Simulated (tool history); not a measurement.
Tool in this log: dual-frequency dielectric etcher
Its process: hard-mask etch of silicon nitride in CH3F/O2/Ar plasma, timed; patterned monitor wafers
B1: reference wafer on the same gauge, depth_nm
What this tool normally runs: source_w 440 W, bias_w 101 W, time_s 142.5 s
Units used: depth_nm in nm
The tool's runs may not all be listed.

{"run": 1, "hour": 0.0, "source_w": 440, "bias_w": 101, "time_s": 142.5, "B1": 127.9, "depth_nm": 108.4}
{"run": 2, "hour": 39.3, "source_w": 440, "bias_w": 81, "time_s": 142.5, "B1": 127.9, "depth_nm": 97.5}
{"run": 3, "hour": 86.1, "source_w": 440, "bias_w": 81, "time_s": 142.5, "B1": 127.9, "depth_nm": 97.3}
{"hour": 127.8, "done": "upper electrode replaced"}
{"run": 4, "hour": 128.3, "source_w": 440, "bias_w": 91, "time_s": 164.5, "B1": 128, "depth_nm": 119.4}
{"run": 5, "hour": 169.2, "source_w": 370, "bias_w": 117, "time_s": 112.5, "B1": 128, "depth_nm": 88.9}
{"run": 6, "hour": 211.4, "source_w": 440, "bias_w": 101, "time_s": 142.5, "B1": 128, "depth_nm": 108.8}
{"run": 7, "hour": 247.7, "source_w": 330, "bias_w": 89, "time_s": 142.5, "B1": 128, "depth_nm": 95.3}
{"run": 8, "hour": 285.8, "source_w": 350, "bias_w": 125, "time_s": 157.5, "B1": 128, "depth_nm": 126.5}
{"run": 9, "hour": 329.1, "source_w": 440, "bias_w": 101, "time_s": 142.5, "B1": 128, "depth_nm": 108.3}
{"hour": 363.0, "done": "wet clean of the chamber"}
{"run": 10, "hour": 363.5, "source_w": 440, "bias_w": 111, "time_s": 104.5, "B1": 128.1, "depth_nm": 83.5}
{"run": 11, "hour": 420.6, "source_w": 440, "bias_w": 117, "time_s": 142.5, "B1": 128, "depth_nm": 116.9}
{"run": 12, "hour": 632.1, "source_w": 370, "bias_w": 88, "time_s": 142.5, "B1": 127.9, "depth_nm": 96.6}
{"hour": 666.1, "done": "source power generator calibrated"}
{"run": 13, "hour": 673.8, "source_w": 440, "bias_w": 101, "time_s": 142.5, "B1": 128, "depth_nm": 110.2}
{"run": 14, "hour": 733.2, "source_w": 440, "bias_w": 101, "time_s": 142.5, "B1": 128, "depth_nm": 109.6}
{"run": 15, "hour": 761.7, "source_w": 440, "bias_w": 91, "time_s": 119.5, "B1": 127.9, "depth_nm": 86.9}
{"run": 16, "hour": 786.5, "source_w": 440, "bias_w": 101, "time_s": 176, "B1": 128, "depth_nm": 135.4}
{"hour": 809.1, "done": "gauge calibrated"}
{"hour": 852.7, "done": "wet clean of the chamber"}
{"run": 17, "hour": 854.7, "source_w": 440, "bias_w": 95, "time_s": 142.5, "B1": 128, "depth_nm": 105.7}
{"run": 18, "hour": 906.5, "source_w": 440, "bias_w": 101, "time_s": 142.5, "B1": 128, "depth_nm": 109.2}
{"hour": 923.7, "done": "bias power generator calibrated"}
{"run": 19, "hour": 933.6, "source_w": 340, "bias_w": 118, "time_s": 154, "B1": 128, "depth_nm": 121.8}

Forecast run 20:
{"run": 20, "hour": 1022.3, "source_w": 440, "bias_w": 101, "time_s": 142.5, "B1": "?", "depth_nm": "?"}

{"run 20": {"B1": 127.9, "depth_nm": 111}}
Were there no unlogged condition in the tool, this run, its random variation unchanged, would have produced depth_nm 111.7 nm.

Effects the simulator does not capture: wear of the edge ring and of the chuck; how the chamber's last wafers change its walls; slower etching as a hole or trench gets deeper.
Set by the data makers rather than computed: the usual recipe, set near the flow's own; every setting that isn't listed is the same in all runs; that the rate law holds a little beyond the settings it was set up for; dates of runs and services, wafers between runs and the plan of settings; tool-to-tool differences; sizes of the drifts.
